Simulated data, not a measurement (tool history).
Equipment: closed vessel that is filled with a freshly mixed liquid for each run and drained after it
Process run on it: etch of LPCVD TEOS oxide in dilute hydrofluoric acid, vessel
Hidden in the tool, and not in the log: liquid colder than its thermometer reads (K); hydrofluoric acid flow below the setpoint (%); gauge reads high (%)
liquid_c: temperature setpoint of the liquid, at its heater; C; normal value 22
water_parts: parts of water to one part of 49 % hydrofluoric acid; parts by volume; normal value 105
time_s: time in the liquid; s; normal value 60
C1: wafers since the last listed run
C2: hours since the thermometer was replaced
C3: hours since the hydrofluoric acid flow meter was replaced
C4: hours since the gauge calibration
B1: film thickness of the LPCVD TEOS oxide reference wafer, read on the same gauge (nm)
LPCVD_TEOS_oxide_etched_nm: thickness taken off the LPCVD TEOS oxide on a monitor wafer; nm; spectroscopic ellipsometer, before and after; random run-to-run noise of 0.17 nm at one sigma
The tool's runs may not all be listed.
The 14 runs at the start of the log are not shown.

Run 15, day 27.542: usual settings but liquid_c 23.5 C; C1 3773; C2 36.1; C3 2434.8; C4 1040.6; B1 140.02. Result: LPCVD_TEOS_oxide_etched_nm 27.95 nm.
At day 27.712: hydrofluoric acid flow meter replaced.
Run 16, day 28.75: usual settings but liquid_c 23.5 C; C1 3898; C2 65.1; C3 24.9; C4 1069.6; B1 139.98. Result: LPCVD_TEOS_oxide_etched_nm 30.24 nm.
Run 17, day 29.846: usual settings but water_parts 135 parts by volume, time_s 85 s; C1 3661; C2 91.4; C3 51.2; C4 1095.9; B1 140.05. Result: LPCVD_TEOS_oxide_etched_nm 30.65 nm.
Run 18, day 32.179: usual settings but water_parts 85 parts by volume, time_s 50 s; C1 7797; C2 147.4; C3 107.2; C4 1151.9; B1 140.01. Result: LPCVD_TEOS_oxide_etched_nm 29.93 nm.
Run 19, day 34.8: usual settings but liquid_c 25.5 C, water_parts 85 parts by volume, time_s 70 s; C1 8758; C2 210.3; C3 170.1; C4 1214.8; B1 140. Result: LPCVD_TEOS_oxide_etched_nm 48.17 nm.
Run 20, day 37.771: usual settings; C1 9927; C2 281.6; C3 241.4; C4 1286.1; B1 139.96. Result: LPCVD_TEOS_oxide_etched_nm 28.09 nm.
Run 21, day 39.571: usual settings but liquid_c 17.5 C, water_parts 55 parts by volume; C1 6015; C2 324.8; C3 284.6; C4 1329.3; B1 139.99. Result: LPCVD_TEOS_oxide_etched_nm 46.47 nm.
Run 22, day 40.646: usual settings but liquid_c 26.5 C, time_s 45 s; C1 3592; C2 350.6; C3 310.4; C4 1355.1; B1 139.99. Result: LPCVD_TEOS_oxide_etched_nm 25.34 nm.
Run 23, day 44.238: usual settings but liquid_c 17.5 C, time_s 85 s; C1 12002; C2 436.8; C3 396.6; C4 1441.3; B1 140.06. Result: LPCVD_TEOS_oxide_etched_nm 32.84 nm.
Run 24, day 46.767: usual settings but liquid_c 19 C, water_parts 140 parts by volume, time_s 70 s; C1 8451; C2 497.5; C3 457.3; C4 1502; B1 140. Result: LPCVD_TEOS_oxide_etched_nm 20.65 nm.
Run 25, day 51.388: usual settings but liquid_c 18 C, water_parts 125 parts by volume, time_s 50 s; C1 15441; C2 608.4; C3 568.2; C4 1612.9; B1 139.97. Result: LPCVD_TEOS_oxide_etched_nm 16.07 nm.
At day 51.458: gauge calibrated.
Run 26, day 53.225: usual settings but time_s 45 s; C1 6140; C2 652.5; C3 612.3; C4 42.4; B1 139.99. Result: LPCVD_TEOS_oxide_etched_nm 20.51 nm.
Run 27, day 56.033: usual settings; C1 9384; C2 719.9; C3 679.7; C4 109.8; B1 140.02. Result: LPCVD_TEOS_oxide_etched_nm 27.19 nm.
At day 58.171: thermometer replaced.
Run 28, day 58.796: usual settings but liquid_c 19.5 C, water_parts 75 parts by volume; C1 9092; C2 15; C3 746; C4 176.1; B1 140.03. Result: LPCVD_TEOS_oxide_etched_nm 36.6 nm.
Run 29, day 61.079: usual settings but liquid_c 23.5 C, water_parts 85 parts by volume, time_s 45 s; C1 7630; C2 69.8; C3 800.8; C4 230.9; B1 140.03. Result: LPCVD_TEOS_oxide_etched_nm 28.01 nm.
Run 30, day 63.346: usual settings; C1 7574; C2 124.2; C3 855.2; C4 285.3; B1 140.04. Result: LPCVD_TEOS_oxide_etched_nm 28.16 nm.
Run 31, day 65.696: usual settings but water_parts 85 parts by volume; C1 7853; C2 180.6; C3 911.6; C4 341.7; B1 140.02. Result: LPCVD_TEOS_oxide_etched_nm 34.76 nm.
Run 32, day 66.758: usual settings but liquid_c 17.5 C, water_parts 125 parts by volume; C1 3550; C2 206.1; C3 937.1; C4 367.2; B1 139.98. Result: LPCVD_TEOS_oxide_etched_nm 18.86 nm.

Branching from run 32: 3 alternative next runs. What would each branch give?
Run A, day 66.788: usual settings; C1 97; C2 206.8; C3 937.8; C4 367.9; B1 ?. Result: LPCVD_TEOS_oxide_etched_nm ?.
Run B, day 66.788: usual settings but liquid_c 20 C, water_parts 150 parts by volume, time_s 80 s; C1 97; C2 206.8; C3 937.8; C4 367.9; B1 ?. Result: LPCVD_TEOS_oxide_etched_nm ?.
Run C, day 66.788: usual settings but water_parts 90 parts by volume; C1 97; C2 206.8; C3 937.8; C4 367.9; B1 ?. Result: LPCVD_TEOS_oxide_etched_nm ?.

run      B1  LPCVD_TEOS_oxide_etched_nm
  A  140.03                       27.31
  B  140.03                       22.38
  C  140.03                       32.43
What these runs would have given with no unlogged condition in the tool:
run  LPCVD_TEOS_oxide_etched_nm
  A                       28.43
  B                       23.31
  C                       33.76
